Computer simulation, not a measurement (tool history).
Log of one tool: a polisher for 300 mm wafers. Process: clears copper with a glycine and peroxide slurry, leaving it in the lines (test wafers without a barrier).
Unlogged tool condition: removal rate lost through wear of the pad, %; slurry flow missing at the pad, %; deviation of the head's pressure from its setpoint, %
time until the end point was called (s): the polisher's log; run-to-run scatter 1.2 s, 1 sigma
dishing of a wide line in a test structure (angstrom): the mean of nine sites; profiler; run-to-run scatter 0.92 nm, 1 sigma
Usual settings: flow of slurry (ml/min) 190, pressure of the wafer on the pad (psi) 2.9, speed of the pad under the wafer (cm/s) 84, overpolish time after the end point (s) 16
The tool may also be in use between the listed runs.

run,hour,flow of slurry (ml/min),pressure of the wafer on the pad (psi),speed of the pad under the wafer (cm/s),overpolish time after the end point (s),wafers since the last listed run,wafers polished on this pad,hours since the slurry nozzle was cleaned,hours since the head pressure was calibrated,"incoming thickness of the incoming film, nm",time until the end point was called (s),dishing of a wide line in a test structure (angstrom)
1,0,190,2.9,84,16,0,218,231.9,1180.6,406,104.2,446
# hour 9.8: slurry nozzle cleaned
2,31.5,190,2.9,84,16,213,432,21.7,1212.1,404.6,108.5,431
3,57,190,2.9,84,16,178,611,47.2,1237.6,405.1,110.3,441
4,90,190,2.9,84,16,231,842,80.2,1270.6,406.4,112.3,449
5,109.9,190,2.9,84,16,139,982,100.1,1290.5,410.6,115.2,435
6,144.8,190,2.9,84,16,244,1226,135,1325.4,405.4,116.9,422
# hour 195.4: worn pad replaced by a new one
# hour 226.1: head pressure recalibrated
7,226.6,210,2.9,84,16,531,204,216.8,0.5,403.7,103,458
8,241.6,235,2.9,84,16,105,309,231.8,15.5,404.7,104.8,473
# hour 278.7: slurry nozzle cleaned
9,303.8,235,2.9,84,16,428,738,25.1,77.7,409.4,110.5,458
10,321.5,235,2.9,84,16,124,862,42.8,95.4,406.8,110.4,445
11,339.4,190,2.9,84,16,125,988,60.7,113.3,401.7,109.6,436
12,374.3,190,2.9,84,16,244,1233,95.6,148.2,398.4,115.3,424
13,387.4,190,2.9,84,16,91,1324,108.7,161.3,404.6,118.2,416
14,419.2,190,2.9,84,16,222,1547,140.5,193.1,404,122.5,402
# hour 425.2: worn pad replaced by a new one
15,439.7,160,2.9,84,19,115,101,161,213.6,409.1,109.9,508
16,465.7,150,2.9,84,10,182,284,187,239.6,412.5,112.9,284
17,483.1,165,2.9,84,13,121,406,204.4,257,403.6,108.8,362
18,502.7,190,3.8,84,21,137,543,224,276.6,409.7,90.1,656
19,521.3,235,2.9,96,16,130,673,242.6,295.2,405.8,95,518
20,536.7,130,2.9,72,22,107,781,258,310.6,396.4,128.3,508
21,552.3,140,2.1,60,20,109,891,273.6,326.2,408.5,182.5,349
22,568.3,190,3.4,100,16,112,1003,289.6,342.2,398.3,85.2,556
# hour 571.3: slurry nozzle cleaned
23,593.7,190,3.3,84,16,171,1174,22.4,367.6,400.2,103.3,449
24,614.7,190,3.7,96,12,147,1321,43.4,388.6,407.4,86.8,426
25,631.1,190,3.8,72,16,114,1436,59.8,405,403,109.1,438
26,650.6,130,3.7,100,16,136,1573,79.3,424.5,403.2,94.7,505
# hour 665.3: worn pad replaced by a new one
27,682.2,190,3.6,84,22,193,118,110.9,456.1,405.4,90.5,678
28,712.9,150,2,94,13,215,333,141.6,486.8,403.3,124.8,305
29,737,190,2.9,84,16,168,502,165.7,510.9,414.4,107.6,454
30,764.5,190,2.5,108,22,192,695,193.2,538.4,398.7,94.6,607
# hour 845.2: slurry nozzle cleaned
# hour 862.4: worn pad replaced by a new one
31,862.9,190,2.9,100,16,654,3,17.7,636.8,412,93.7,509
32,897.5,190,2.9,84,16,242,245,52.3,671.4,410.4,105.7,452
33,912.2,190,2.9,84,16,103,348,67,686.1,397.8,105.5,448

The logged runs with the hidden state left out (each run's random variation unchanged):
run,time until the end point was called (s),dishing of a wide line in a test structure (angstrom)
1,102.8,452
2,106.2,439
3,106.9,453
4,106.9,469
5,108,460
6,106.3,458
7,101.4,464
8,102.9,480
9,105.8,476
10,104.5,466
11,102.4,463
12,104.4,463
13,105.5,459
14,105.2,459
15,109.8,509
16,112.4,285
17,107.8,365
18,88.7,665
19,92.7,529
20,124.1,523
21,174.8,363
22,80.6,582
23,95.7,479
24,78.8,464
25,97.2,485
26,82.3,568
27,90.1,680
28,123.6,308
29,105.8,461
30,91.9,621
31,93.3,511
32,104.9,455
33,104.4,452
